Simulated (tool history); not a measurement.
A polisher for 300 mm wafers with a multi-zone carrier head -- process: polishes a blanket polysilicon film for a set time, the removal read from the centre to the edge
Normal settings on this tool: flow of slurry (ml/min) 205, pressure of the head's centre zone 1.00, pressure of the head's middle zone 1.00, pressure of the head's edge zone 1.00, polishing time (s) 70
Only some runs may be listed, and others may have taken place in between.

run	day	flow of slurry (ml/min)	pressure of the head's centre zone	pressure of the head's middle zone	pressure of the head's edge zone	polishing time (s)	wafers since the last listed run	wafers polished on this pad	hours since the slurry nozzle was cleaned	hours since the centre zone pressure was calibrated	hours since the edge zone pressure was calibrated	hours since the carrier head's membrane was replaced	incoming thickness of the incoming film, nm	film removed at the wafer's centre (nm)	film removed at mid-radius (nm)	film removed at the wafer's edge (nm)
1	0.000	205	1.00	1.00	1.00	70	0	181	502.0	922.2	754.0	608.8	1733.9	499.6	513.3	506.6
2	0.500	205	1.00	1.00	1.00	70	112	294	514.0	934.2	766.0	620.8	1746.5	493.3	497.5	488.0
3	0.975	205	1.00	1.00	1.00	70	107	401	525.4	945.6	777.4	632.2	1750.3	495.5	481.0	488.3
4	1.608	205	1.09	1.00	1.00	79	142	544	540.6	960.8	792.6	647.4	1727.3	593.7	553.7	556.5
# day 2.171: worn pad replaced by a new one
5	2.229	205	1.09	1.00	1.00	79	102	12	555.5	975.7	807.5	662.3	1713.3	656.5	596.3	600.8
6	2.488	205	1.00	1.00	1.07	58	58	70	561.7	981.9	813.7	668.5	1713.1	428.1	440.2	452.8
7	2.792	230	1.00	1.00	0.91	57	68	139	569.0	989.2	821.0	675.8	1710.4	424.3	412.9	400.8
8	3.508	185	1.00	1.00	1.04	70	161	301	586.2	1006.4	838.2	693.0	1728.8	483.1	484.9	509.8
# day 3.629: edge zone pressure recalibrated
9	3.821	165	1.00	0.88	1.00	62	51	352	593.7	1013.9	4.6	700.5	1745.5	424.9	386.8	437.9
10	4.475	165	1.00	1.00	1.00	51	147	500	609.4	1029.6	20.3	716.2	1740.8	343.3	348.7	347.7
11	4.967	245	1.00	1.00	1.00	70	110	611	621.2	1041.4	32.1	728.0	1737.0	478.3	483.8	491.9
# day 5.238: slurry nozzle cleaned
# day 5.254: centre zone pressure recalibrated
# day 5.458: worn pad replaced by a new one
12	5.479	205	1.00	1.00	1.00	70	65	4	5.8	5.4	44.4	740.3	1743.4	541.0	531.7	547.0
13	5.750	245	0.97	1.09	1.00	70	61	65	12.3	11.9	50.9	746.8	1732.9	521.0	583.8	538.3
# day 6.058: carrier head's membrane replaced by a new one
14	6.175	265	1.00	1.09	1.10	58	48	114	22.5	22.1	61.1	2.8	1702.3	431.8	465.5	452.3
15	6.850	205	1.11	0.89	0.95	70	152	266	38.7	38.3	77.3	19.0	1741.0	552.9	449.0	496.3
16	7.571	205	1.00	1.00	1.00	70	162	429	56.0	55.6	94.6	36.3	1742.0	487.1	485.2	495.1
17	8.250	165	1.00	1.07	1.00	63	153	582	72.3	71.9	110.9	52.6	1731.7	418.4	457.0	443.0
18	8.954	265	1.09	1.00	1.00	70	158	741	89.2	88.8	127.8	69.5	1733.1	529.7	498.2	497.5
# day 9.262: worn pad replaced by a new one
19	9.292	205	1.11	1.00	1.00	70	38	6	97.3	96.9	135.9	77.6	1713.6	597.6	542.2	548.9
20	9.808	205	1.00	1.00	0.91	58	116	123	109.7	109.3	148.3	90.0	1730.7	429.4	433.9	413.8
21	10.308	205	0.88	1.00	0.94	59	112	236	121.7	121.3	160.3	102.0	1741.7	372.5	437.1	417.2
22	10.646	205	1.00	1.00	1.00	70	76	312	129.8	129.4	168.4	110.1	1712.9	504.9	504.0	503.7
23	11.096	205	1.00	0.93	1.00	78	101	413	140.6	140.2	179.2	120.9	1711.7	541.7	520.5	553.5

Below are 3 alternative next runs, each starting from the tool's condition after run 23. Predict each:
A	11.112	205	0.92	1.00	1.00	70	3	417	141.0	140.6	179.6	121.3	1765.5	?	?	?
B	11.112	230	1.00	1.08	0.96	62	3	417	141.0	140.6	179.6	121.3	1765.5	?	?	?
C	11.112	205	1.00	1.00	1.06	70	3	417	141.0	140.6	179.6	121.3	1765.5	?	?	?

run	film removed at the wafer's centre (nm)	film removed at mid-radius (nm)	film removed at the wafer's edge (nm)
A	451.4	490.4	493.1
B	439.9	468.2	431.2
C	491.0	490.2	507.1
With the hidden condition removed and each run's random variation left untouched, the same runs would have given:
run	film removed at the wafer's centre (nm)	film removed at mid-radius (nm)	film removed at the wafer's edge (nm)
A	495.3	538.1	541.1
B	482.7	513.7	473.1
C	538.7	537.8	556.4
